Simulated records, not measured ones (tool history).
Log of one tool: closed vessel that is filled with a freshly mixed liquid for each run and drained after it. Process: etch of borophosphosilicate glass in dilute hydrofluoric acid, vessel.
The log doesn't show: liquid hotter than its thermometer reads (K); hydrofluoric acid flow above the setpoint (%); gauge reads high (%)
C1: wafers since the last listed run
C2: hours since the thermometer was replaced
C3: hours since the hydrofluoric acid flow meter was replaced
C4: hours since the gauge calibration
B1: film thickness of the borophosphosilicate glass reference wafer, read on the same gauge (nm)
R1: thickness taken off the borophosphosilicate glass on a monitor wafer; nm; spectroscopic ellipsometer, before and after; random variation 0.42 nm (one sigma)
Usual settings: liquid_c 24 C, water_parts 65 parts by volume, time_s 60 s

run 1 hour=0 | liquid_c=24 water_parts=65 time_s=60 | C1=0 C2=1749 C3=1009.8 C4=117.2 | B1=129.97 | R1=54.85
run 2 hour=71.8 | liquid_c=24 water_parts=65 time_s=60 | C1=9522 C2=1820.8 C3=1081.6 C4=189 | B1=129.98 | R1=56.08
run 3 hour=147.9 | liquid_c=24 water_parts=65 time_s=60 | C1=10093 C2=1896.9 C3=1157.7 C4=265.1 | B1=130.01 | R1=56.55
run 4 hour=221.1 | liquid_c=24 water_parts=65 time_s=60 | C1=9708 C2=1970.1 C3=1230.9 C4=338.3 | B1=129.99 | R1=56.16
run 5 hour=292.5 | liquid_c=23 water_parts=65 time_s=60 | C1=9469 C2=2041.5 C3=1302.3 C4=409.7 | B1=130.03 | R1=55.01
run 6 hour=351.2 | liquid_c=23 water_parts=65 time_s=60 | C1=7785 C2=2100.2 C3=1361 C4=468.4 | B1=129.98 | R1=55.16
-- hour=362.3 gauge calibrated
-- hour=367 hydrofluoric acid flow meter replaced
run 7 hour=444.3 | liquid_c=23 water_parts=65 time_s=60 | C1=12215 C2=2193.3 C3=77.3 C4=82 | B1=130.01 | R1=49.54
run 8 hour=483.6 | liquid_c=26.5 water_parts=65 time_s=60 | C1=5212 C2=2232.6 C3=116.6 C4=121.3 | B1=130 | R1=57.65
run 9 hour=584.3 | liquid_c=21 water_parts=40 time_s=40 | C1=13355 C2=2333.3 C3=217.3 C4=222 | B1=129.99 | R1=53
run 10 hour=647 | liquid_c=20 water_parts=85 time_s=45 | C1=8315 C2=2396 C3=280 C4=284.7 | B1=130.04 | R1=25.17
run 11 hour=699.7 | liquid_c=22 water_parts=85 time_s=50 | C1=6989 C2=2448.7 C3=332.7 C4=337.4 | B1=129.99 | R1=29.91
-- hour=713.8 thermometer replaced
run 12 hour=750.5 | liquid_c=24 water_parts=65 time_s=60 | C1=6605 C2=36.7 C3=383.5 C4=388.2 | B1=130.03 | R1=47.61
run 13 hour=849.4 | liquid_c=24 water_parts=65 time_s=60 | C1=13117 C2=135.6 C3=482.4 C4=487.1 | B1=130 | R1=47.3
-- hour=859.8 gauge calibrated
run 14 hour=887 | liquid_c=29 water_parts=55 time_s=75 | C1=4986 C2=173.2 C3=520 C4=27.2 | B1=129.97 | R1=88.53
run 15 hour=949.2 | liquid_c=27 water_parts=85 time_s=35 | C1=8249 C2=235.4 C3=582.2 C4=89.4 | B1=130.01 | R1=23.78
run 16 hour=1079.2 | liquid_c=24 water_parts=45 time_s=75 | C1=17242 C2=365.4 C3=712.2 C4=219.4 | B1=130.01 | R1=91.92

Forecast each of these 3 alternatives for the next run:
run A hour=1079.9 | liquid_c=24 water_parts=65 time_s=60 | C1=92 C2=366.1 C3=712.9 C4=220.1 | B1=? | R1=?
run B hour=1079.9 | liquid_c=24 water_parts=45 time_s=45 | C1=92 C2=366.1 C3=712.9 C4=220.1 | B1=? | R1=?
run C hour=1079.9 | liquid_c=21 water_parts=75 time_s=80 | C1=92 C2=366.1 C3=712.9 C4=220.1 | B1=? | R1=?

run=A B1=130 R1=49.76
run=B B1=130 R1=55.27
run=C B1=130 R1=50.25
Without the tool's hidden state the same runs would have given:
run=A R1=45.4
run=B R1=50.49
run=C R1=45.81

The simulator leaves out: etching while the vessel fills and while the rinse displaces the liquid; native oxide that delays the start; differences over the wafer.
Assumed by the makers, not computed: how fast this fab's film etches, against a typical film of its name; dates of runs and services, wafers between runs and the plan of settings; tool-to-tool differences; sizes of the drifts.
